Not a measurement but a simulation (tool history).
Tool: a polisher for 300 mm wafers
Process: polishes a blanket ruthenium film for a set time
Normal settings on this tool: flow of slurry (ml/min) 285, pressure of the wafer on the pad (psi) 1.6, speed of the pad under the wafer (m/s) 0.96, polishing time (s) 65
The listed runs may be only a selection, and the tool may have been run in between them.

run,hour,flow of slurry (ml/min),pressure of the wafer on the pad (psi),speed of the pad under the wafer (m/s),polishing time (s),"incoming thickness of the incoming film, nm",film removed (angstrom)
1,0,285,1.6,0.96,65,614,436
2,14.8,285,1.6,0.96,65,621.2,443
3,25.8,285,1.6,0.96,65,614.5,434
4,35.1,285,1.6,0.96,65,612,441
5,41.6,285,1.6,0.96,65,613.1,440
6,58,345,1.3,0.96,65,622.3,366
# hour 62.3: slurry nozzle cleaned
7,73.4,285,1.6,0.96,65,623.7,458
8,87.9,285,1.6,0.96,65,622.3,467
9,100.3,285,1.9,0.96,65,623,545
10,109.8,285,1.9,0.96,65,627.1,554
# hour 115: head pressure recalibrated
11,117.6,285,1.6,0.96,48,621.3,340
# hour 133.7: worn pad replaced by a new one
12,159.8,320,1.6,0.96,65,619.5,461
13,174.7,320,1.6,0.96,65,622.5,466
14,189,215,1.6,0.84,42,618.5,260
15,199.9,285,1.1,0.96,65,621.3,307
16,213.2,285,1.6,0.96,65,621,450
17,222.3,285,1.6,0.96,56,623.5,395
18,228.5,285,1.4,0.96,57,610.4,344
19,244.4,285,1.6,0.96,65,625.3,457
20,251.8,255,1.2,0.96,65,618.8,334
21,267.7,285,1.6,0.96,65,623.4,447
# hour 280: worn pad replaced by a new one
22,280.5,285,1.6,1.12,65,617.1,507
23,288.7,230,2,0.72,84,629.2,568
24,295.6,285,1.6,0.96,65,609.8,447
25,303.4,285,1.6,0.96,65,617.9,446
26,309.4,250,1.6,0.66,65,631,337
27,316.1,285,1.6,1.14,50,624.1,392
28,324.3,285,1.6,0.96,65,618.5,446
29,330.7,285,1.6,0.96,65,617.3,447
30,338.7,285,1.8,0.96,51,619.9,394
31,347.6,285,1.8,0.96,77,624.7,598
32,361.8,210,1.6,1.16,65,611,494
33,369.8,190,1,1.08,86,623.6,382
34,386.6,285,1.6,0.96,65,609.6,443
35,397.7,285,1.9,0.72,52,621.4,341
36,410.6,240,1.1,0.8,87,617.3,342
37,421,285,1.6,0.96,65,614.4,443

Predict each of these 5 candidate next runs independently; none follows another, all start after run 37:
A,421.4,285,1.6,1.2,65,629.4,?
B,421.4,220,1.1,1.18,53,629.4,?
C,421.4,250,1.1,0.76,79,629.4,?
D,421.4,380,1.6,0.66,73,629.4,?
E,421.4,240,1.3,1.22,49,629.4,?

run,film removed (angstrom)
A,531
B,283
C,309
D,396
E,322
The same runs, with their run-to-run variation unchanged, on a tool lacking any hidden condition would have given:
run,film removed (angstrom)
A,560
B,302
C,327
D,412
E,342
